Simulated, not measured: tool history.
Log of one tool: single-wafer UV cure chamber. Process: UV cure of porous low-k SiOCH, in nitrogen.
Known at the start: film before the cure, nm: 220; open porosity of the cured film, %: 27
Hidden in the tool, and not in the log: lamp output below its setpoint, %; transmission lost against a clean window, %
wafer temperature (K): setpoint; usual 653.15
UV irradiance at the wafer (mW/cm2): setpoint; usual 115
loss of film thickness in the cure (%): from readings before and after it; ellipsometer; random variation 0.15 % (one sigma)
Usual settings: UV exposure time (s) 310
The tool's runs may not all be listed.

| run | hour | wafer temperature (K) | UV exposure time (s) | UV irradiance at the wafer (mW/cm2) | wafers since the last listed run | hours since the UV bulbs were replaced | wafers since the quartz window was cleaned | loss of film thickness in the cure (%) |
|---|---|---|---|---|---|---|---|---|
| 1 | 0 | 653.15 | 310 | 134 | 0 | 406.3 | 650 | 15.123 |
| 2 | 78 | 653.15 | 310 | 134 | 515 | 484.3 | 1166 | 15.471 |
| 3 | 141.8 | 653.15 | 310 | 134 | 421 | 548.1 | 1587 | 15.153 |
| 4 | 230.4 | 653.15 | 310 | 115 | 585 | 636.7 | 2173 | 14.408 |
| 5 | 323.9 | 653.15 | 310 | 115 | 618 | 730.2 | 2791 | 14.113 |
| 6 | 400 | 653.15 | 310 | 115 | 503 | 806.3 | 3295 | 14.108 |
| 7 | 475.7 | 653.15 | 310 | 135 | 500 | 882 | 3795 | 14.453 |
|  | 559.1 | UV bulbs replaced |
| 8 | 559.6 | 653.15 | 310 | 135 | 501 | 0.5 | 4297 | 15.761 |
|  | 596.7 | quartz window cleaned |
| 9 | 604.1 | 653.15 | 310 | 139 | 241 | 45 | 48 | 16.048 |
| 10 | 666.4 | 653.15 | 310 | 115 | 411 | 107.3 | 460 | 14.886 |
| 11 | 713.6 | 653.15 | 310 | 115 | 312 | 154.5 | 772 | 14.756 |
| 12 | 758 | 668.15 | 310 | 115 | 293 | 198.9 | 1066 | 15.308 |
| 13 | 871 | 653.15 | 140 | 141 | 747 | 311.9 | 1813 | 12.031 |
| 14 | 934.4 | 639.15 | 200 | 115 | 419 | 375.3 | 2232 | 12.249 |
| 15 | 1013.2 | 668.15 | 310 | 115 | 520 | 454.1 | 2753 | 15.081 |
| 16 | 1079.4 | 665.15 | 310 | 101 | 437 | 520.3 | 3191 | 13.924 |
| 17 | 1135.5 | 660.15 | 195 | 79 | 370 | 576.4 | 3562 | 10.543 |
| 18 | 1181.8 | 644.15 | 310 | 115 | 306 | 622.7 | 3868 | 14.428 |
|  | 1203.7 | quartz window cleaned |
| 19 | 1240.1 | 653.15 | 405 | 115 | 332 | 681 | 240 | 15.624 |
| 20 | 1323.3 | 653.15 | 310 | 115 | 550 | 764.2 | 790 | 13.793 |
| 21 | 1412 | 665.15 | 145 | 142 | 586 | 852.9 | 1377 | 11.453 |

Forecast each of these 3 alternatives for the next run:
| A | 1412.5 | 653.15 | 310 | 142 | 3 | 853.4 | 1380 | ? |
| B | 1412.5 | 666.15 | 375 | 134 | 3 | 853.4 | 1380 | ? |
| C | 1412.5 | 653.15 | 310 | 137 | 3 | 853.4 | 1380 | ? |

| run | loss of film thickness in the cure (%) |
|---|---|
| A | 14.732 |
| B | 15.646 |
| C | 14.556 |
Without the tool's hidden state the same runs would have given:
| run | loss of film thickness in the cure (%) |
|---|---|
| A | 16.059 |
| B | 16.982 |
| C | 15.88 |
